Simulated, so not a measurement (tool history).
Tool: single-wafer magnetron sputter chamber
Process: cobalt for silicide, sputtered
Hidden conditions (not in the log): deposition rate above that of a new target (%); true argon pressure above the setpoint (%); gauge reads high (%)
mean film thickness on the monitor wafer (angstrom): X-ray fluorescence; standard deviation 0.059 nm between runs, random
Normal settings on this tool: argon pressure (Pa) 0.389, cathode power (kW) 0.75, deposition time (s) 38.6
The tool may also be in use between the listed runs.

| run | hour | argon pressure (Pa) | cathode power (kW) | deposition time (s) | wafers since the last listed run | wafers on the sputter target | hours since the last manometer calibration | hours since the magnet pack was replaced | hours since the gauge calibration | read-back reference wafer on the same gauge, thickness_nm | mean film thickness on the monitor wafer (angstrom) |
|---|---|---|---|---|---|---|---|---|---|---|---|
| 1 | 0 | 0.389 | 0.7 | 38.6 | 0 | 3432 | 2298.5 | 4989.8 | 272.9 | 13.666 | 140.34 |
| 2 | 34 | 0.389 | 0.7 | 38.6 | 922 | 4354 | 2332.5 | 5023.8 | 306.9 | 13.654 | 139.41 |
| 3 | 60.1 | 0.389 | 0.75 | 38.6 | 707 | 5062 | 2358.6 | 5049.9 | 333 | 13.699 | 148.01 |
| 4 | 95.8 | 0.389 | 0.75 | 38.6 | 968 | 6030 | 2394.3 | 5085.6 | 368.7 | 13.661 | 147.55 |
| 5 | 128.3 | 0.389 | 0.75 | 33.2 | 881 | 6911 | 2426.8 | 5118.1 | 401.2 | 13.678 | 127.13 |
|  | 148.6 | sputter target and shields replaced |
| 6 | 149.1 | 0.389 | 0.75 | 33.2 | 347 | 14 | 2447.6 | 5138.9 | 422 | 13.687 | 126.92 |
| 7 | 171 | 0.389 | 0.75 | 33.2 | 593 | 608 | 2469.5 | 5160.8 | 443.9 | 13.703 | 126.94 |
| 8 | 199.9 | 0.389 | 0.75 | 38.6 | 783 | 1392 | 2498.4 | 5189.7 | 472.8 | 13.724 | 148.68 |
| 9 | 234.7 | 0.424 | 0.85 | 38.6 | 943 | 2335 | 2533.2 | 5224.5 | 507.6 | 13.731 | 159.82 |
| 10 | 306.6 | 0.424 | 0.85 | 38.6 | 1949 | 4285 | 2605.1 | 5296.4 | 579.5 | 13.805 | 160.12 |
| 11 | 323.6 | 0.389 | 0.75 | 44 | 461 | 4746 | 2622.1 | 5313.4 | 596.5 | 13.788 | 169.15 |
|  | 336 | magnet pack replaced |
| 12 | 357.5 | 0.389 | 0.75 | 44 | 702 | 5449 | 2656 | 21.5 | 630.4 | 13.826 | 170.03 |
| 13 | 387.3 | 0.389 | 0.75 | 38.6 | 808 | 6257 | 2685.8 | 51.3 | 660.2 | 13.845 | 149.09 |
|  | 413.7 | sputter target and shields replaced |
| 14 | 419.6 | 0.389 | 0.75 | 38.6 | 659 | 159 | 2718.1 | 83.6 | 692.5 | 13.858 | 149.29 |
| 15 | 435 | 0.323 | 0.85 | 38.6 | 417 | 577 | 2733.5 | 99 | 707.9 | 13.87 | 171.28 |
| 16 | 448.8 | 0.295 | 0.75 | 38.6 | 374 | 951 | 2747.3 | 112.8 | 721.7 | 13.86 | 156.49 |
| 17 | 479.3 | 0.257 | 0.8 | 36.2 | 827 | 1778 | 2777.8 | 143.3 | 752.2 | 13.906 | 158.78 |
| 18 | 515 | 0.489 | 0.75 | 38.6 | 968 | 2746 | 2813.5 | 179 | 787.9 | 13.931 | 142.2 |
| 19 | 537.1 | 0.389 | 0.8 | 33.9 | 599 | 3346 | 2835.6 | 201.1 | 810 | 13.935 | 137.18 |
| 20 | 566.1 | 0.389 | 0.75 | 38.6 | 786 | 4132 | 2864.6 | 230.1 | 839 | 13.967 | 149.81 |
| 21 | 578.1 | 0.389 | 0.8 | 35.1 | 325 | 4458 | 2876.6 | 242.1 | 851 | 13.999 | 145.26 |
| 22 | 597.4 | 0.389 | 0.75 | 38.6 | 523 | 4981 | 2895.9 | 261.4 | 870.3 | 13.997 | 150.94 |
| 23 | 615.2 | 0.389 | 0.85 | 38.6 | 482 | 5464 | 2913.7 | 279.2 | 888.1 | 13.981 | 167.05 |

The next listed run, before its measurement:
|  | 655.7 | sputter target and shields replaced |
| 24 | 656.2 | 0.459 | 0.85 | 44.2 | 894 | 13 | 2954.7 | 320.2 | 929.1 | ? | ? |

read-back reference wafer on the same gauge, thickness_nm: 14.062
mean film thickness on the monitor wafer (angstrom): 182.9
The same run, on a tool lacking any hidden state, would have yielded mean film thickness on the monitor wafer (angstrom) 178.27.
